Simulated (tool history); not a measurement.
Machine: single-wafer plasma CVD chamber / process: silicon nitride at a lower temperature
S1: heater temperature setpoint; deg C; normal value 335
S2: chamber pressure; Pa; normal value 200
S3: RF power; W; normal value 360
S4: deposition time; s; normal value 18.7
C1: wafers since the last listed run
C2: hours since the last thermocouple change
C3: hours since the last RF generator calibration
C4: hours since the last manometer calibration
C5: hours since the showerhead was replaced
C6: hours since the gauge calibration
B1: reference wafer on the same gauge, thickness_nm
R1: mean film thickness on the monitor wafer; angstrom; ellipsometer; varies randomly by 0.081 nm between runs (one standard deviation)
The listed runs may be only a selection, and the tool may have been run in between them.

run    hour   S1   S2   S3    S4    C1      C2      C3      C4      C5      C6      B1      R1
  1       0  335  200  360  16.2     0   771.1  1544.3   408.8  4715.8     289  18.712  198.99
  2    93.4  335  200  325  18.7  2226   864.5  1637.7   502.2  4809.2   382.4  18.697  214.33
  3   148.7  335  200  325  18.7  1318   919.8    1693   557.5  4864.5   437.7  18.686  211.94
      236.5  -- thermocouple changed; heater temperature recalibrated
  4     237  335  200  325  18.7  1914     0.5  1781.3   645.8  4952.8     526  18.691  213.28
  5   302.8  335  236  360  18.7  1568    66.3  1847.1   711.6  5018.6   591.8  18.686  236.99
  6   390.6  335  200  360  18.7  2093   154.1  1934.9   799.4  5106.4   679.6  18.691  229.06
      422.5  -- RF generator calibrated
  7   480.2  335  200  360  18.7  1945   243.7    57.7     889    5196   769.2    18.7  228.78
  8   544.3  335  200  360  18.7  1528   307.8   121.8   953.1  5260.1   833.3  18.696  227.74
  9   649.2  326  156  360  20.1  2500   412.7   226.7    1058    5365   938.2  18.705  231.64
 10   686.8  335  221  315  21.2   896   450.3   264.3  1095.6  5402.6   975.8  18.692  240.75
 11     736  321  187  380  18.7  1172   499.5   313.5  1144.8  5451.8    1025  18.686  233.63
 12   840.7  335  200  410  18.7  2496   604.2   418.2  1249.5  5556.5  1129.7  18.705   246.7
 13   923.3  345  200  360  18.7  1969   686.8   500.8  1332.1  5639.1  1212.3  18.715  225.71
 14   965.6  335  200  405  18.7  1008   729.1   543.1  1374.4  5681.4  1254.6  18.702  246.17
     1035.9  -- capacitance manometer re-zeroed and calibrated
 15    1059  335  220  380    17  2036   822.5   636.5    23.1  5774.8    1348   18.71  223.69
     1121.3  -- gauge calibrated
 16  1157.9  335  220  360  18.7  2357   921.4   735.4     122  5873.7    36.6  18.707  235.36
 17  1209.2  335  200  360  18.7  1223   972.7   786.7   173.3    5925    87.9  18.711  231.46
 18  1265.1  335  200  360  18.7  1332  1028.6   842.6   229.2  5980.9   143.8  18.691  229.75
     1286.9  -- thermocouple changed; heater temperature recalibrated
 19  1308.6  335  220  360  19.8   846    21.7   886.1   272.7  6024.4   187.3  18.706  247.36
     1357.9  -- showerhead replaced
 20  1411.1  335  229  360  18.7  2252   124.2   988.6   375.2    53.2   289.8  18.692   235.5
 21  1502.9  335  173  320  18.7  2188     216  1080.4     467     145   381.6  18.706     205
 22  1593.7  335  200  405  18.7  2164   306.8  1171.2   557.8   235.8   472.4  18.702  246.74
 23  1661.2  335  232  360  17.5  1609   374.3  1238.7   625.3   303.3   539.9  18.704  220.85
 24  1717.1  335  236  360  17.6  1332   430.2  1294.6   681.2   359.2   595.8  18.706   222.7
 25    1809  335  200  360  18.7  2190   522.1  1386.5   773.1   451.1   687.7  18.716  227.57
 26  1916.1  335  200  360  18.7  2553   629.2  1493.6   880.2   558.2   794.8  18.701  227.23
 27  2006.1  324  200  310  18.7  2145   719.2  1583.6   970.2   648.2   884.8  18.724  206.81

Predict each of these 5 candidate next runs independently; none follows another, all start after run 27:
  A  2006.5  343  200  360  18.7   9  719.6  1584  970.6  648.6  885.2   ?   ?
  B  2006.5  342  187  360  18.7   9  719.6  1584  970.6  648.6  885.2   ?   ?
  C  2006.5  330  200  360  18.7   9  719.6  1584  970.6  648.6  885.2   ?   ?
  D  2006.5  335  200  320  18.7   9  719.6  1584  970.6  648.6  885.2   ?   ?
  E  2006.5  341  200  360  18.7   9  719.6  1584  970.6  648.6  885.2   ?   ?

run      B1      R1
  A  18.698  227.38
  B  18.698  224.06
  C  18.698   228.5
  D  18.698  210.26
  E  18.698  227.56
With no hidden state in the tool, these same runs would have given:
run      R1
  A  230.39
  B  227.03
  C  231.52
  D  213.04
  E  230.57

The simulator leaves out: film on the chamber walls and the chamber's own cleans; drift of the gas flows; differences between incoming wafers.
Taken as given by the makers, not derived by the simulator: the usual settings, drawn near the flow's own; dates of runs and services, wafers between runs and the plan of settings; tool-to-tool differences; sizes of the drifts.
